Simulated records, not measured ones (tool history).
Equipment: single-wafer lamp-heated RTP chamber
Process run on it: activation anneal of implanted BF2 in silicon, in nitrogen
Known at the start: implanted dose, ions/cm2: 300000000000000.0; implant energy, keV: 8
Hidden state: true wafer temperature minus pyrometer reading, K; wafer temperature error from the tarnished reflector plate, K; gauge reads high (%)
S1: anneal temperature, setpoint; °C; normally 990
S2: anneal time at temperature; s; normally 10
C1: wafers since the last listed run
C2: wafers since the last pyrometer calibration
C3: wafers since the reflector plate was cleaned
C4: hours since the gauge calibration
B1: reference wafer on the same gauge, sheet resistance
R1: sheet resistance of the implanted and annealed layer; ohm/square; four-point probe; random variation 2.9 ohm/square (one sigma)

run     day    S1  S2   C1    C2    C3     C4      B1      R1
  1   0.000   976  15    0  2826   483  293.0  465.06  489.65
  2   1.292   976  15  458  3284   942  324.0  466.31  485.51
  3   1.971   976  15  241  3525  1183  340.3  465.63  489.36
  4   2.962   971   7  351  3877  1535  364.1  465.05  521.12
  5   4.104   971   7  405  4282  1940  391.5  465.63  518.92
      5.746  -- pyrometer window cleaned and pyrometer calibrated
  6   5.767   990  10  471     7  2412  431.4  466.03  480.01
  7   6.600   990  10  295   303  2707  451.4  465.25  476.43
  8   7.408   990   5  286   590  2994  470.8  465.07  493.56
      7.904  -- reflector plate cleaned
  9   8.112   990   5  131   722    73  487.7  466.66  496.91
      9.012  -- gauge calibrated
 10   9.546   979  12  508  1230   582   12.8  466.02  494.10
 11  10.667   990  10  397  1628   979   39.7  465.67  481.51
 12  11.600   990  10  331  1959  1311   62.1  465.88  481.10
 13  12.454   990  10  303  2262  1614   82.6  467.59  478.22
 14  13.100   961  10  229  2491  1843   98.1  465.34  544.03
 15  14.167   974  16  378  2870  2221  123.7  464.51  492.12
 16  15.108   974   5  334  3204  2556  146.3  466.20  529.00
 17  15.975  1011   8  307  3512  2863  167.1  465.99  450.88
 18  16.975   969  15  354  3867  3218  191.1  466.63  500.41
 19  17.858   990  10  313  4180  3531  212.3  465.70  472.01
 20  19.067   963   7  428  4609  3960  241.3  465.76  534.10
     19.725  -- reflector plate cleaned
     20.038  -- pyrometer window cleaned and pyrometer calibrated
 21  22.238  1018  16  896   780   780  317.4  465.91  434.28
 22  23.462   967  15  434  1215  1215  346.8  465.08  515.92
 23  24.938  1003  14  523  1738  1738  382.2  465.59  450.08
 24  26.217   979   5  453  2192  2192  412.9  464.44  517.35
 25  27.504   971   4  456  2649  2649  443.8  467.09  542.04
 26  28.483  1006   5  347  2996  2996  467.3  466.08  470.87
     29.383  -- gauge calibrated
 27  29.479   990  10  353  3350  3350    2.3  465.37  478.70

What if the next run were any one of these 5? Each begins from the tool's condition after run 27:
  A  29.496   990  10   5  3356  3356  2.7   ?   ?
  B  29.496   972   5   5  3356  3356  2.7   ?   ?
  C  29.496   990   8   5  3356  3356  2.7   ?   ?
  D  29.496  1003  10   5  3356  3356  2.7   ?   ?
  E  29.496   965  10   5  3356  3356  2.7   ?   ?

run      B1      R1
  A  465.74  468.91
  B  465.74  523.39
  C  465.74  475.30
  D  465.74  449.80
  E  465.74  520.54
The same runs, with their run-to-run variation unchanged, on a tool lacking any hidden condition would have given:
run      R1
  A  474.59
  B  531.41
  C  481.10
  D  454.35
  E  529.51

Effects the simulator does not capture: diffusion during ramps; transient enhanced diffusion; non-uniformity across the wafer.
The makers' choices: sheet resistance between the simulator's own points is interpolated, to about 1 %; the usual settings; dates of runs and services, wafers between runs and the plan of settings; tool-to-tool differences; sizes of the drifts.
